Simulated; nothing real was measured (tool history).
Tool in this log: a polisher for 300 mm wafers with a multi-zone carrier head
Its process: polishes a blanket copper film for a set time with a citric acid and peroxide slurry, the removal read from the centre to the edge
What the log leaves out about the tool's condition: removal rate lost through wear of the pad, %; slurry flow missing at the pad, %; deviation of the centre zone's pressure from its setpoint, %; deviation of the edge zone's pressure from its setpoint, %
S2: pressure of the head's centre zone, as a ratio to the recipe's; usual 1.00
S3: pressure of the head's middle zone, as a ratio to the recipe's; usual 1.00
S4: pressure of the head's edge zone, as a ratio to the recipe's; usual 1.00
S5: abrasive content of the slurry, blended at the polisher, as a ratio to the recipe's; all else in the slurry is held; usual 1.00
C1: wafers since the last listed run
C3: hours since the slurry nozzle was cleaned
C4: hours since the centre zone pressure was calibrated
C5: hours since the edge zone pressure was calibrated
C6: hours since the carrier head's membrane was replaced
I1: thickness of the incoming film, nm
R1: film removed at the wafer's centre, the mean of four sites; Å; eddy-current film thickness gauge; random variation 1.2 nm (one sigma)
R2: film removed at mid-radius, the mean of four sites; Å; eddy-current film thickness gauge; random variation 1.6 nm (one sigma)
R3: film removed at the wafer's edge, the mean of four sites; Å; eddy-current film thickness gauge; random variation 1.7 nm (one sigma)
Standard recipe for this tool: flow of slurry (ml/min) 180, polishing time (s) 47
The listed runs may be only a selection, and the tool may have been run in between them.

run 1 day=0.000 | flow_of_slurry_(ml/min)=180 S2=1.00 S3=1.00 S4=1.00 S5=1.00 polishing_time_(s)=38 | C1=0 wafers_polished_on_this_pad=774 C3=284.7 C4=1472.8 C5=164.1 C6=697.8 | I1=511.4 | R1=1217 R2=1249 R3=1211
run 2 day=0.488 | flow_of_slurry_(ml/min)=180 S2=1.00 S3=1.00 S4=1.00 S5=1.00 polishing_time_(s)=38 | C1=125 wafers_polished_on_this_pad=900 C3=296.4 C4=1484.5 C5=175.8 C6=709.5 | I1=513.6 | R1=1236 R2=1268 R3=1264
run 3 day=0.746 | flow_of_slurry_(ml/min)=180 S2=1.00 S3=1.00 S4=1.00 S5=1.00 polishing_time_(s)=47 | C1=66 wafers_polished_on_this_pad=966 C3=302.6 C4=1490.7 C5=182.0 C6=715.7 | I1=506.6 | R1=1529 R2=1584 R3=1552
-- day=1.146 worn pad replaced by a new one
-- day=1.171 centre zone pressure recalibrated
run 4 day=1.679 | flow_of_slurry_(ml/min)=180 S2=1.00 S3=1.00 S4=1.00 S5=1.00 polishing_time_(s)=47 | C1=191 wafers_polished_on_this_pad=131 C3=325.0 C4=12.2 C5=204.4 C6=738.1 | I1=504.7 | R1=1547 R2=1542 R3=1552
-- day=1.946 slurry nozzle cleaned
run 5 day=1.971 | flow_of_slurry_(ml/min)=180 S2=1.00 S3=1.00 S4=1.00 S5=1.00 polishing_time_(s)=47 | C1=64 wafers_polished_on_this_pad=195 C3=0.6 C4=19.2 C5=211.4 C6=745.1 | I1=503.2 | R1=1518 R2=1566 R3=1518
run 6 day=2.383 | flow_of_slurry_(ml/min)=180 S2=1.00 S3=1.00 S4=1.00 S5=1.00 polishing_time_(s)=47 | C1=106 wafers_polished_on_this_pad=301 C3=10.5 C4=29.1 C5=221.3 C6=755.0 | I1=503.9 | R1=1521 R2=1579 R3=1545
run 7 day=2.808 | flow_of_slurry_(ml/min)=180 S2=1.06 S3=1.00 S4=1.00 S5=1.00 polishing_time_(s)=47 | C1=109 wafers_polished_on_this_pad=411 C3=20.7 C4=39.3 C5=231.5 C6=765.2 | I1=513.0 | R1=1620 R2=1555 R3=1512
run 8 day=3.271 | flow_of_slurry_(ml/min)=180 S2=1.00 S3=1.00 S4=1.04 S5=1.00 polishing_time_(s)=39 | C1=119 wafers_polished_on_this_pad=530 C3=31.8 C4=50.4 C5=242.6 C6=776.3 | I1=504.7 | R1=1255 R2=1294 R3=1295
run 9 day=3.562 | flow_of_slurry_(ml/min)=130 S2=1.00 S3=1.00 S4=1.05 S5=0.90 polishing_time_(s)=60 | C1=75 wafers_polished_on_this_pad=605 C3=38.8 C4=57.4 C5=249.6 C6=783.3 | I1=508.9 | R1=1747 R2=1812 R3=1866
run 10 day=3.992 | flow_of_slurry_(ml/min)=180 S2=1.00 S3=1.00 S4=1.00 S5=1.00 polishing_time_(s)=47 | C1=110 wafers_polished_on_this_pad=715 C3=49.1 C4=67.7 C5=259.9 C6=793.6 | I1=519.4 | R1=1527 R2=1595 R3=1562
-- day=4.688 edge zone pressure recalibrated
-- day=4.804 worn pad replaced by a new one
-- day=4.833 carrier head's membrane replaced by a new one
run 11 day=4.854 | flow_of_slurry_(ml/min)=180 S2=0.94 S3=1.00 S4=0.97 S5=0.80 polishing_time_(s)=47 | C1=162 wafers_polished_on_this_pad=5 C3=69.8 C4=88.4 C5=4.0 C6=0.5 | I1=506.8 | R1=1404 R2=1498 R3=1419
run 12 day=5.858 | flow_of_slurry_(ml/min)=180 S2=1.07 S3=1.00 S4=1.00 S5=0.85 polishing_time_(s)=47 | C1=258 wafers_polished_on_this_pad=263 C3=93.9 C4=112.5 C5=28.1 C6=24.6 | I1=509.6 | R1=1571 R2=1486 R3=1495
run 13 day=6.296 | flow_of_slurry_(ml/min)=180 S2=0.92 S3=1.00 S4=1.00 S5=1.00 polishing_time_(s)=52 | C1=112 wafers_polished_on_this_pad=376 C3=104.4 C4=123.0 C5=38.6 C6=35.1 | I1=515.5 | R1=1557 R2=1743 R3=1688
run 14 day=6.621 | flow_of_slurry_(ml/min)=180 S2=1.00 S3=1.00 S4=1.10 S5=1.00 polishing_time_(s)=58 | C1=83 wafers_polished_on_this_pad=459 C3=112.2 C4=130.8 C5=46.4 C6=42.9 | I1=504.0 | R1=1865 R2=1937 R3=1933
run 15 day=7.329 | flow_of_slurry_(ml/min)=180 S2=1.00 S3=1.00 S4=1.00 S5=1.00 polishing_time_(s)=47 | C1=182 wafers_polished_on_this_pad=642 C3=129.2 C4=147.8 C5=63.4 C6=59.9 | I1=507.4 | R1=1506 R2=1567 R3=1524
run 16 day=8.075 | flow_of_slurry_(ml/min)=215 S2=1.09 S3=0.94 S4=0.93 S5=1.00 polishing_time_(s)=47 | C1=191 wafers_polished_on_this_pad=834 C3=147.1 C4=165.7 C5=81.3 C6=77.8 | I1=514.2 | R1=1698 R2=1550 R3=1512
run 17 day=8.412 | flow_of_slurry_(ml/min)=180 S2=1.00 S3=1.00 S4=1.00 S5=1.00 polishing_time_(s)=47 | C1=86 wafers_polished_on_this_pad=921 C3=155.2 C4=173.8 C5=89.4 C6=85.9 | I1=505.6 | R1=1512 R2=1565 R3=1520
run 18 day=8.792 | flow_of_slurry_(ml/min)=225 S2=1.00 S3=0.90 S4=1.00 S5=1.00 polishing_time_(s)=47 | C1=97 wafers_polished_on_this_pad=1018 C3=164.3 C4=182.9 C5=98.5 C6=95.0 | I1=505.7 | R1=1588 R2=1507 R3=1573
-- day=8.962 worn pad replaced by a new one
run 19 day=9.404 | flow_of_slurry_(ml/min)=180 S2=1.00 S3=1.00 S4=1.00 S5=1.00 polishing_time_(s)=47 | C1=114 wafers_polished_on_this_pad=113 C3=179.0 C4=197.6 C5=113.2 C6=109.7 | I1=508.2 | R1=1540 R2=1552 R3=1533
run 20 day=10.096 | flow_of_slurry_(ml/min)=120 S2=1.00 S3=0.90 S4=0.89 S5=1.15 polishing_time_(s)=47 | C1=178 wafers_polished_on_this_pad=291 C3=195.6 C4=214.2 C5=129.8 C6=126.3 | I1=512.2 | R1=1436 R2=1351 R3=1416
run 21 day=10.696 | flow_of_slurry_(ml/min)=180 S2=1.00 S3=1.07 S4=1.00 S5=1.00 polishing_time_(s)=35 | C1=154 wafers_polished_on_this_pad=446 C3=210.0 C4=228.6 C5=144.2 C6=140.7 | I1=510.4 | R1=1140 R2=1221 R3=1147

Run-by-run hidden state of the tool:
removal rate lost through wear of the pad, %: 0, the same for each run
slurry flow missing at the pad, %: 0, the same for each run
deviation of the centre zone's pressure from its setpoint, %: 0, the same for each run
deviation of the edge zone's pressure from its setpoint, %: 0, the same for each run

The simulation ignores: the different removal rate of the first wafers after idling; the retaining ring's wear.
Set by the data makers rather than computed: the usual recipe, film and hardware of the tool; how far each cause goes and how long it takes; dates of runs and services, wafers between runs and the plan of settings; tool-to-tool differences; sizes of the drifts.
